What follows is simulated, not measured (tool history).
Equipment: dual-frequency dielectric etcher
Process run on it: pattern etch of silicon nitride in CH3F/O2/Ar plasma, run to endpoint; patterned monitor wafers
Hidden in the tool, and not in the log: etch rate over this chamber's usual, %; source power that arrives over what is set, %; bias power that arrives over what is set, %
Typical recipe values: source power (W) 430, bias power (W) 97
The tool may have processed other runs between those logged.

run,hour,source power (W),bias power (W),wafers since the last listed run,hours since the last wet clean,hours since the last source power generator calibration,hours since the last bias power generator calibration,hours since the last upper electrode change,"incoming incoming film thickness, nm",endpoint time (s)
1,0,430,97,0,278.3,3949.5,2911.9,2133.2,31.33,37.8
2,70.8,430,97,700,349.1,4020.3,2982.7,2204,31.27,37.6
3,122.9,430,97,515,401.2,4072.4,3034.8,2256.1,31.58,38.2
4,157.5,430,97,342,435.8,4107,3069.4,2290.7,31.38,38.2
5,218,430,79,598,496.3,4167.5,3129.9,2351.2,31.1,39.8
# hour 282: wet clean of the chamber
6,282.5,430,79,400,0.5,4232,3194.4,2415.7,31.18,38.6
7,314.1,430,79,312,32.1,4263.6,3226,2447.3,31.13,38.3
8,364.5,430,108,498,82.5,4314,3276.4,2497.7,30.86,35
9,426.9,430,108,617,144.9,4376.4,3338.8,2560.1,31.56,36.2
10,492.4,430,97,647,210.4,4441.9,3404.3,2625.6,31.43,37.4
11,532.1,430,97,392,250.1,4481.6,3444,2665.3,31.3,37.6
12,562.3,400,111,298,280.3,4511.8,3474.2,2695.5,31.31,36.6
13,726.7,340,108,1625,444.7,4676.2,3638.6,2859.9,31.78,39
14,754.7,370,104,276,472.7,4704.2,3666.6,2887.9,31.23,38.3
# hour 783.4: bias power generator calibrated
15,809.8,380,111,505,527.8,4759.3,26.4,2943,31.15,37.4
# hour 870.6: wet clean of the chamber
# hour 871.4: source power generator calibrated
16,876.8,510,119,418,6.2,5.4,93.4,3010,31.41,34.2
17,946.7,430,97,691,76.1,75.3,163.3,3079.9,31.44,37.4
18,976.8,330,97,297,106.2,105.4,193.4,3110,31.35,39.2
19,1007.1,400,87,299,136.5,135.7,223.7,3140.3,31.42,39
20,1073,530,97,651,202.4,201.6,289.6,3206.2,31.23,35.8
# hour 1105.7: upper electrode replaced
21,1133.8,430,97,363,263.2,262.4,350.4,28.1,31.28,37.7
22,1176.3,490,97,420,305.7,304.9,392.9,70.6,31.57,37.4
23,1226,370,111,491,355.4,354.6,442.6,120.3,31.48,37.5
24,1264.6,430,91,381,394,393.2,481.2,158.9,31.19,38.5
25,1308.8,380,81,437,438.2,437.4,525.4,203.1,31.37,41.5
26,1338.3,430,97,291,467.7,466.9,554.9,232.6,31.14,37.9
# hour 1434.8: wet clean of the chamber
27,1502.2,430,97,1383,67.4,630.8,718.8,396.5,31.6,37.5
28,1542.2,430,97,395,107.4,670.8,758.8,436.5,31.14,37
29,1574.1,430,97,315,139.3,702.7,790.7,468.4,31.11,37.3
30,1607.3,490,97,328,172.5,735.9,823.9,501.6,31.11,36.1
31,1660.3,320,97,524,225.5,788.9,876.9,554.6,31.22,39.6

Estimate the outcome of run 32 from the log above:
32,1700.8,480,106,400,266,829.4,917.4,595.1,31.37,?

{"run 32": {"endpoint time (s)": 36}}
Minus the tool's unlogged condition, the same run would have read endpoint time (s) 35.3.
